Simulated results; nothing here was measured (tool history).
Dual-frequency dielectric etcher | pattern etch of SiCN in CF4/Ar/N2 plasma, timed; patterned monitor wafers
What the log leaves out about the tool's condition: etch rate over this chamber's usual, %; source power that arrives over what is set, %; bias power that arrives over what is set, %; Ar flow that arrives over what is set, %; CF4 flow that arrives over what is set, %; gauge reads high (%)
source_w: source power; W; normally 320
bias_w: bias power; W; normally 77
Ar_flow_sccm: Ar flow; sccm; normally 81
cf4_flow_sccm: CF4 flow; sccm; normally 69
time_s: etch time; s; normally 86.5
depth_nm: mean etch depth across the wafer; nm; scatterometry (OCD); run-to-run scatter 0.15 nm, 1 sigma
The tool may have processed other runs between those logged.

| run | hour | source_w | bias_w | Ar_flow_sccm | cf4_flow_sccm | time_s | wafers since the last listed run | hours since the last wet clean | hours since the last source power generator calibration | hours since the last bias power generator calibration | hours since the last Ar flow controller change | hours since the last CF4 flow controller change | hours since the last upper electrode change | hours since the gauge calibration | read-back reference wafer on the same gauge, depth_nm | depth_nm |
|---|---|---|---|---|---|---|---|---|---|---|---|---|---|---|---|---|
| 1 | 0.0 | 320 | 77 | 81 | 69 | 86.5 | 0 | 268.7 | 1503.8 | 1728.7 | 3565.1 | 2683.6 | 4708.0 | 93.0 | 55.2 | 55.3 |
| 2 | 14.9 | 320 | 77 | 76 | 69 | 86.5 | 168 | 283.6 | 1518.7 | 1743.6 | 3580.0 | 2698.5 | 4722.9 | 107.9 | 55.2 | 55.7 |
| 3 | 30.5 | 320 | 77 | 76 | 69 | 86.5 | 176 | 299.2 | 1534.3 | 1759.2 | 3595.6 | 2714.1 | 4738.5 | 123.5 | 55.2 | 55.5 |
|  | 43.4 | CF4 flow controller replaced |
|  | 46.9 | bias power generator calibrated |
|  | 68.8 | upper electrode replaced |
|  | 71.7 | Ar flow controller replaced |
| 4 | 72.2 | 320 | 77 | 81 | 69 | 86.5 | 83 | 340.9 | 1576.0 | 25.3 | 0.5 | 28.8 | 3.4 | 165.2 | 55.2 | 55.4 |
| 5 | 72.5 | 320 | 77 | 81 | 69 | 98.0 | 3 | 341.2 | 1576.3 | 25.6 | 0.8 | 29.1 | 3.7 | 165.5 | 55.2 | 62.5 |
| 6 | 72.9 | 320 | 77 | 81 | 69 | 98.0 | 4 | 341.6 | 1576.7 | 26.0 | 1.2 | 29.5 | 4.1 | 165.9 | 55.2 | 62.5 |
| 7 | 77.4 | 320 | 94 | 81 | 82 | 96.5 | 50 | 346.1 | 1581.2 | 30.5 | 5.7 | 34.0 | 8.6 | 170.4 | 55.3 | 65.6 |
| 8 | 90.1 | 360 | 86 | 81 | 79 | 61.0 | 143 | 358.8 | 1593.9 | 43.2 | 18.4 | 46.7 | 21.3 | 183.1 | 55.1 | 42.6 |
| 9 | 97.0 | 270 | 77 | 65 | 80 | 80.0 | 78 | 365.7 | 1600.8 | 50.1 | 25.3 | 53.6 | 28.2 | 190.0 | 55.2 | 48.7 |
| 10 | 106.5 | 300 | 72 | 88 | 75 | 86.5 | 107 | 375.2 | 1610.3 | 59.6 | 34.8 | 63.1 | 37.7 | 199.5 | 55.2 | 52.8 |
| 11 | 120.3 | 320 | 77 | 65 | 55 | 86.5 | 156 | 389.0 | 1624.1 | 73.4 | 48.6 | 76.9 | 51.5 | 213.3 | 55.2 | 54.7 |
|  | 135.2 | gauge calibrated |
|  | 145.4 | wet clean of the chamber |
| 12 | 145.9 | 320 | 77 | 81 | 69 | 86.5 | 18 | 0.5 | 1649.7 | 99.0 | 74.2 | 102.5 | 77.1 | 10.7 | 55.2 | 56.4 |
| 13 | 146.3 | 320 | 77 | 81 | 63 | 86.5 | 4 | 0.9 | 1650.1 | 99.4 | 74.6 | 102.9 | 77.5 | 11.1 | 55.2 | 55.7 |
| 14 | 152.8 | 320 | 77 | 81 | 69 | 86.5 | 73 | 7.4 | 1656.6 | 105.9 | 81.1 | 109.4 | 84.0 | 17.6 | 55.2 | 56.5 |
|  | 168.5 | source power generator calibrated |
| 15 | 169.0 | 320 | 77 | 81 | 69 | 64.5 | 137 | 23.6 | 0.5 | 122.1 | 97.3 | 125.6 | 100.2 | 33.8 | 55.2 | 41.9 |
| 16 | 175.0 | 320 | 77 | 71 | 69 | 86.5 | 67 | 29.6 | 6.5 | 128.1 | 103.3 | 131.6 | 106.2 | 39.8 | 55.2 | 56.9 |

Run 17 is up next; what results do you expect?
| 17 | 191.2 | 320 | 77 | 81 | 69 | 86.5 | 183 | 45.8 | 22.7 | 144.3 | 119.5 | 147.8 | 122.4 | 56.0 | ? | ? |

read-back reference wafer on the same gauge, depth_nm: 55.2
depth_nm: 56.5 nm
Had the tool carried no hidden state, the very same run would have given depth_nm 56.7 nm.

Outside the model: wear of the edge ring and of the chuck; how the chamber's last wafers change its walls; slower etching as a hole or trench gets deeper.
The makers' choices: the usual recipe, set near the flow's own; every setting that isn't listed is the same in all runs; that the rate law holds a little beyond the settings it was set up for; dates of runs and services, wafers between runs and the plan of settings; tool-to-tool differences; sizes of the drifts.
